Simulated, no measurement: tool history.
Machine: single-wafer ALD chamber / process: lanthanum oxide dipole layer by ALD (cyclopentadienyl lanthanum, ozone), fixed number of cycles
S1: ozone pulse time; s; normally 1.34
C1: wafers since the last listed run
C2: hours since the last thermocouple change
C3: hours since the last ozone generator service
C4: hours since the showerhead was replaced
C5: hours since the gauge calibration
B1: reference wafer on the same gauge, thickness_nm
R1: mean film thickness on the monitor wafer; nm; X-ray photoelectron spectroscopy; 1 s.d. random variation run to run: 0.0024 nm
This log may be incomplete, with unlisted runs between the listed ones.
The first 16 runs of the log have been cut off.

run     day    S1    C1      C2     C3      C4     C5     B1     R1
 17  16.842  1.34   382  1528.4   98.6  3166.1  711.1  0.497  0.514
     18.438  -- thermocouple changed; heater temperature recalibrated
 18  18.458  1.59   484     0.5  137.4  3204.9  749.9  0.497  0.533
 19  20.433  1.34   746    47.9  184.8  3252.3  797.3  0.497  0.510
 20  21.812  1.77   521    81.0  217.9  3285.4  830.4  0.497  0.542
 21  22.900  1.06   410   107.1  244.0  3311.5  856.5  0.497  0.461
 22  23.871  1.53   366   130.4  267.3  3334.8  879.8  0.498  0.526
 23  25.354  1.75   560   166.0  302.9  3370.4  915.4  0.498  0.538
 24  26.771  1.12   535   200.0  336.9  3404.4  949.4  0.497  0.477
 25  27.900  1.34   426   227.1  364.0  3431.5  976.5  0.498  0.510
     28.442  -- gauge calibrated
 26  28.538  1.05   240   242.4  379.3  3446.8    2.3  0.497  0.457
     28.933  -- showerhead replaced
 27  29.067  1.68    73   255.1  392.0     3.2   15.0  0.497  0.538
 28  29.792  1.17   273   272.5  409.4    20.6   32.4  0.497  0.480
 29  30.658  1.51   327   293.3  430.2    41.4   53.2  0.496  0.523
 30  31.992  1.02   503   325.3  462.2    73.4   85.2  0.497  0.445
 31  32.921  1.34   351   347.6  484.5    95.7  107.5  0.497  0.505
 32  36.492  1.34  1349   433.3  570.2   181.4  193.2  0.498  0.505
 33  37.967  0.82   557   468.7  605.6   216.8  228.6  0.497  0.363
 34  41.821  1.34  1456   561.2  698.1   309.3  321.1  0.498  0.500
 35  46.092  1.07  1613   663.7  800.6   411.8  423.6  0.498  0.449

3 ways to go on from here, each from the tool as it stands after run 35. What would each give?
  A  46.108  1.34   6  664.1  801.0  412.2  424.0   ?   ?
  B  46.108  1.83   6  664.1  801.0  412.2  424.0   ?   ?
  C  46.108  1.76   6  664.1  801.0  412.2  424.0   ?   ?

run     B1     R1
  A  0.499  0.502
  B  0.499  0.538
  C  0.499  0.535
With no hidden state in the tool, these same runs would have given:
run     R1
  A  0.514
  B  0.543
  C  0.541
